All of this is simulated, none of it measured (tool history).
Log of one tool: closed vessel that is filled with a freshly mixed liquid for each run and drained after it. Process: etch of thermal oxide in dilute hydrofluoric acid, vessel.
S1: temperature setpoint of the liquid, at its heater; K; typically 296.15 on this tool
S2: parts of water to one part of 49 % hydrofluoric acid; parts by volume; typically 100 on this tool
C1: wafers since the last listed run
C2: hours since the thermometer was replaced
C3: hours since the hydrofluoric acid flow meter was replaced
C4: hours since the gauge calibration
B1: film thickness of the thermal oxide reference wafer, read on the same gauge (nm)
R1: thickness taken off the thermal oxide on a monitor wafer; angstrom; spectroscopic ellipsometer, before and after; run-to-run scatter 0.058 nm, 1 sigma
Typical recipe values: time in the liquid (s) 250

{"run": 1, "day": 0.0, "S1": 296.15, "S2": 65, "time in the liquid (s)": 250, "C1": 0, "C2": 1962, "C3": 1329.6, "C4": 557.8, "B1": 80.02, "R1": 173.5}
{"run": 2, "day": 1.458, "S1": 296.15, "S2": 65, "time in the liquid (s)": 250, "C1": 3154, "C2": 1997, "C3": 1364.6, "C4": 592.8, "B1": 80.03, "R1": 171.2}
{"run": 3, "day": 2.488, "S1": 296.15, "S2": 100, "time in the liquid (s)": 250, "C1": 2226, "C2": 2021.7, "C3": 1389.3, "C4": 617.5, "B1": 79.99, "R1": 106.4}
{"run": 4, "day": 3.562, "S1": 296.15, "S2": 100, "time in the liquid (s)": 250, "C1": 2325, "C2": 2047.5, "C3": 1415.1, "C4": 643.3, "B1": 80.03, "R1": 105.8}
{"run": 5, "day": 4.646, "S1": 296.15, "S2": 115, "time in the liquid (s)": 250, "C1": 2343, "C2": 2073.5, "C3": 1441.1, "C4": 669.3, "B1": 80.01, "R1": 90.8}
{"run": 6, "day": 6.012, "S1": 296.15, "S2": 115, "time in the liquid (s)": 250, "C1": 2956, "C2": 2106.3, "C3": 1473.9, "C4": 702.1, "B1": 79.98, "R1": 90.8}
{"run": 7, "day": 7.033, "S1": 296.15, "S2": 115, "time in the liquid (s)": 250, "C1": 2208, "C2": 2130.8, "C3": 1498.4, "C4": 726.6, "B1": 80, "R1": 90.6}
{"run": 8, "day": 7.942, "S1": 296.15, "S2": 100, "time in the liquid (s)": 250, "C1": 1964, "C2": 2152.6, "C3": 1520.2, "C4": 748.4, "B1": 79.98, "R1": 106.5}
{"run": 9, "day": 8.554, "S1": 296.15, "S2": 100, "time in the liquid (s)": 250, "C1": 1325, "C2": 2167.3, "C3": 1534.9, "C4": 763.1, "B1": 79.99, "R1": 106}
{"run": 10, "day": 9.771, "S1": 296.15, "S2": 100, "time in the liquid (s)": 250, "C1": 2632, "C2": 2196.5, "C3": 1564.1, "C4": 792.3, "B1": 80, "R1": 106.9}
{"run": 11, "day": 10.317, "S1": 298.15, "S2": 130, "time in the liquid (s)": 250, "C1": 1180, "C2": 2209.6, "C3": 1577.2, "C4": 805.4, "B1": 80, "R1": 85.6}
{"run": 12, "day": 11.288, "S1": 298.15, "S2": 130, "time in the liquid (s)": 250, "C1": 2100, "C2": 2232.9, "C3": 1600.5, "C4": 828.7, "B1": 80.01, "R1": 85.4}
{"run": 13, "day": 12.217, "S1": 296.15, "S2": 125, "time in the liquid (s)": 250, "C1": 2010, "C2": 2255.2, "C3": 1622.8, "C4": 851, "B1": 79.97, "R1": 81.6}
{"run": 14, "day": 13.317, "S1": 296.15, "S2": 100, "time in the liquid (s)": 250, "C1": 2379, "C2": 2281.6, "C3": 1649.2, "C4": 877.4, "B1": 80.02, "R1": 107.2}
{"run": 15, "day": 13.867, "S1": 296.15, "S2": 100, "time in the liquid (s)": 250, "C1": 1189, "C2": 2294.8, "C3": 1662.4, "C4": 890.6, "B1": 79.94, "R1": 106.3}
{"run": 16, "day": 15.146, "S1": 296.15, "S2": 100, "time in the liquid (s)": 250, "C1": 2767, "C2": 2325.5, "C3": 1693.1, "C4": 921.3, "B1": 80.06, "R1": 106.2}
{"day": 17.546, "done": "hydrofluoric acid flow meter replaced"}
{"run": 17, "day": 19.558, "S1": 291.65, "S2": 100, "time in the liquid (s)": 360, "C1": 9455, "C2": 2431.4, "C3": 48.3, "C4": 1027.2, "B1": 80.02, "R1": 126.2}
{"run": 18, "day": 20.538, "S1": 299.65, "S2": 80, "time in the liquid (s)": 250, "C1": 2118, "C2": 2454.9, "C3": 71.8, "C4": 1050.7, "B1": 80, "R1": 155.9}
{"run": 19, "day": 21.075, "S1": 293.15, "S2": 85, "time in the liquid (s)": 250, "C1": 1162, "C2": 2467.8, "C3": 84.7, "C4": 1063.6, "B1": 79.98, "R1": 111.3}
{"run": 20, "day": 22.475, "S1": 296.15, "S2": 135, "time in the liquid (s)": 375, "C1": 3028, "C2": 2501.4, "C3": 118.3, "C4": 1097.2, "B1": 80, "R1": 111.5}
{"day": 23.533, "done": "thermometer replaced"}
{"run": 21, "day": 23.6, "S1": 296.15, "S2": 100, "time in the liquid (s)": 350, "C1": 2343, "C2": 1.6, "C3": 145.3, "C4": 1124.2, "B1": 79.98, "R1": 153.8}
{"day": 23.971, "done": "gauge calibrated"}
{"run": 22, "day": 25.079, "S1": 300.15, "S2": 140, "time in the liquid (s)": 110, "C1": 3199, "C2": 37.1, "C3": 180.8, "C4": 26.6, "B1": 79.97, "R1": 38.8}
{"run": 23, "day": 26.221, "S1": 293.65, "S2": 115, "time in the liquid (s)": 335, "C1": 2469, "C2": 64.5, "C3": 208.2, "C4": 54, "B1": 79.98, "R1": 114.3}
{"run": 24, "day": 26.825, "S1": 296.15, "S2": 80, "time in the liquid (s)": 115, "C1": 1306, "C2": 79, "C3": 222.7, "C4": 68.5, "B1": 80.01, "R1": 64.6}
{"run": 25, "day": 27.917, "S1": 299.65, "S2": 100, "time in the liquid (s)": 185, "C1": 2361, "C2": 105.2, "C3": 248.9, "C4": 94.7, "B1": 80.01, "R1": 93.5}
{"run": 26, "day": 28.571, "S1": 298.15, "S2": 130, "time in the liquid (s)": 250, "C1": 1415, "C2": 120.9, "C3": 264.6, "C4": 110.4, "B1": 79.98, "R1": 87.5}
{"run": 27, "day": 29.654, "S1": 300.15, "S2": 85, "time in the liquid (s)": 355, "C1": 2343, "C2": 146.9, "C3": 290.6, "C4": 136.4, "B1": 80.03, "R1": 217.6}
{"run": 28, "day": 31.012, "S1": 292.65, "S2": 100, "time in the liquid (s)": 295, "C1": 2938, "C2": 179.5, "C3": 323.2, "C4": 169, "B1": 79.98, "R1": 112}
{"run": 29, "day": 31.758, "S1": 300.65, "S2": 100, "time in the liquid (s)": 250, "C1": 1613, "C2": 197.4, "C3": 341.1, "C4": 186.9, "B1": 80, "R1": 131}
{"run": 30, "day": 32.696, "S1": 294.15, "S2": 85, "time in the liquid (s)": 250, "C1": 2028, "C2": 219.9, "C3": 363.6, "C4": 209.4, "B1": 80.02, "R1": 121.2}
{"run": 31, "day": 33.771, "S1": 300.15, "S2": 140, "time in the liquid (s)": 110, "C1": 2325, "C2": 245.7, "C3": 389.4, "C4": 235.2, "B1": 79.98, "R1": 37.8}
{"run": 32, "day": 35.271, "S1": 298.15, "S2": 85, "time in the liquid (s)": 165, "C1": 3244, "C2": 281.7, "C3": 425.4, "C4": 271.2, "B1": 80.02, "R1": 93.5}
{"run": 33, "day": 36.383, "S1": 300.15, "S2": 135, "time in the liquid (s)": 250, "C1": 2406, "C2": 308.4, "C3": 452.1, "C4": 297.9, "B1": 79.99, "R1": 91}
{"run": 34, "day": 37.821, "S1": 296.15, "S2": 100, "time in the liquid (s)": 250, "C1": 3109, "C2": 342.9, "C3": 486.6, "C4": 332.4, "B1": 80.01, "R1": 108.9}

Forecast each of these 4 alternatives for the next run:
{"run": "A", "day": 37.85, "S1": 294.65, "S2": 100, "time in the liquid (s)": 250, "C1": 63, "C2": 343.6, "C3": 487.3, "C4": 333.1, "B1": "?", "R1": "?"}
{"run": "B", "day": 37.85, "S1": 296.15, "S2": 145, "time in the liquid (s)": 250, "C1": 63, "C2": 343.6, "C3": 487.3, "C4": 333.1, "B1": "?", "R1": "?"}
{"run": "C", "day": 37.85, "S1": 294.15, "S2": 100, "time in the liquid (s)": 250, "C1": 63, "C2": 343.6, "C3": 487.3, "C4": 333.1, "B1": "?", "R1": "?"}
{"run": "D", "day": 37.85, "S1": 292.65, "S2": 130, "time in the liquid (s)": 395, "C1": 63, "C2": 343.6, "C3": 487.3, "C4": 333.1, "B1": "?", "R1": "?"}

run=A B1=80.02 R1=103.8
run=B B1=80.02 R1=72.3
run=C B1=80.02 R1=101.7
run=D B1=80.02 R1=112.6
With no hidden state in the tool, these same runs would have given:
run=A R1=106.9
run=B R1=74.3
run=C R1=104.8
run=D R1=115.9
